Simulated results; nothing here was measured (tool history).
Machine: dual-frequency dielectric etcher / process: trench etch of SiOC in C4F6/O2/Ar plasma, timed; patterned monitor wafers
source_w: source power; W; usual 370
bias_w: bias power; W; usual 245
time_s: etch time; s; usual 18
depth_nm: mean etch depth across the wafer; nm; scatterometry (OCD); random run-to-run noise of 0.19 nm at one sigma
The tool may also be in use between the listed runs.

run	hour	source_w	bias_w	time_s	wafers since the last listed run	hours since the last wet clean	hours since the last source power generator calibration	hours since the last bias power generator calibration	hours since the last upper electrode change	hours since the gauge calibration	read-back reference wafer on the same gauge, depth_nm	depth_nm
1	0	370	245	18	0	213.2	2426.5	2272	5638.2	19	33.77	39.67
2	8.8	370	245	18	124	222	2435.3	2280.8	5647	27.8	33.78	39.97
3	14.8	370	245	20	85	228	2441.3	2286.8	5653	33.8	33.74	44.53
4	24.8	370	245	20	141	238	2451.3	2296.8	5663	43.8	33.77	44.19
5	41.3	370	245	18	233	254.5	2467.8	2313.3	5679.5	60.3	33.8	39.9
6	73.1	370	245	18	450	286.3	2499.6	2345.1	5711.3	92.1	33.81	40.03
7	82.7	370	245	18	136	295.9	2509.2	2354.7	5720.9	101.7	33.82	39.69
8	91.9	430	245	18	130	305.1	2518.4	2363.9	5730.1	110.9	33.8	43.58
9	108.7	370	245	15	238	321.9	2535.2	2380.7	5746.9	127.7	33.84	33.17
10	122.1	370	245	15	189	335.3	2548.6	2394.1	5760.3	141.1	33.8	32.99
11	139.8	310	270	18	250	353	2566.3	2411.8	5778	158.8	33.81	36.55
12	152.3	310	270	18	177	365.5	2578.8	2424.3	5790.5	171.3	33.84	36.47
13	161.9	310	270	18	136	375.1	2588.4	2433.9	5800.1	180.9	33.83	36.05
# hour 182.6: bias power generator calibrated
# hour 196.5: wet clean of the chamber
14	197	300	245	18	244	0.5	2623.5	14.4	5835.2	216	33.78	34.22
15	197.3	410	297	13.5	4	0.8	2623.8	14.7	5835.5	216.3	33.77	32.39
16	197.6	300	245	23.5	4	1.1	2624.1	15	5835.8	216.6	33.82	44.63
17	210	440	208	21	175	13.5	2636.5	27.4	5848.2	229	33.86	48.36
18	223.6	370	282	18	192	27.1	2650.1	41	5861.8	242.6	33.79	39.95
19	229.7	290	245	18	86	33.2	2656.2	47.1	5867.9	248.7	33.82	33.05
# hour 258.6: upper electrode replaced
# hour 259.2: wet clean of the chamber, repeated, since the last time left the tool worse
# hour 259.4: gauge calibrated
20	259.7	440	245	23	77	0.5	2686.2	77.1	1.1	0.3	33.81	56.97
21	260	370	245	18	4	0.8	2686.5	77.4	1.4	0.6	33.78	40.51
22	270.3	290	280	19.5	146	11.1	2696.8	87.7	11.7	10.9	33.76	38.86
# hour 276.1: source power generator calibrated
23	287	310	200	21.5	180	27.8	10.9	104.4	28.4	27.6	33.83	41.32
24	297.3	370	305	18	146	38.1	21.2	114.7	38.7	37.9	33.82	42.87
25	312.7	440	197	18	218	53.5	36.6	130.1	54.1	53.3	33.8	42.29
26	321.2	370	245	18	120	62	45.1	138.6	62.6	61.8	33.82	40.82
27	338	340	261	18	238	78.8	61.9	155.4	79.4	78.6	33.79	38.78
28	352.6	290	290	16.5	206	93.4	76.5	170	94	93.2	33.76	33.02

3 ways to go on from here, each from the tool as it stands after run 28. What would each give?
A	353	370	245	12.5	5	93.8	76.9	170.4	94.4	93.6	?	?
B	353	370	226	18	5	93.8	76.9	170.4	94.4	93.6	?	?
C	353	310	192	18	5	93.8	76.9	170.4	94.4	93.6	?	?

run	read-back reference wafer on the same gauge, depth_nm	depth_nm
A	33.8	28.15
B	33.8	39.82
C	33.8	34.45
Had the tool no hidden state, the same runs would have come out as:
run	depth_nm
A	28.37
B	40.12
C	34.72
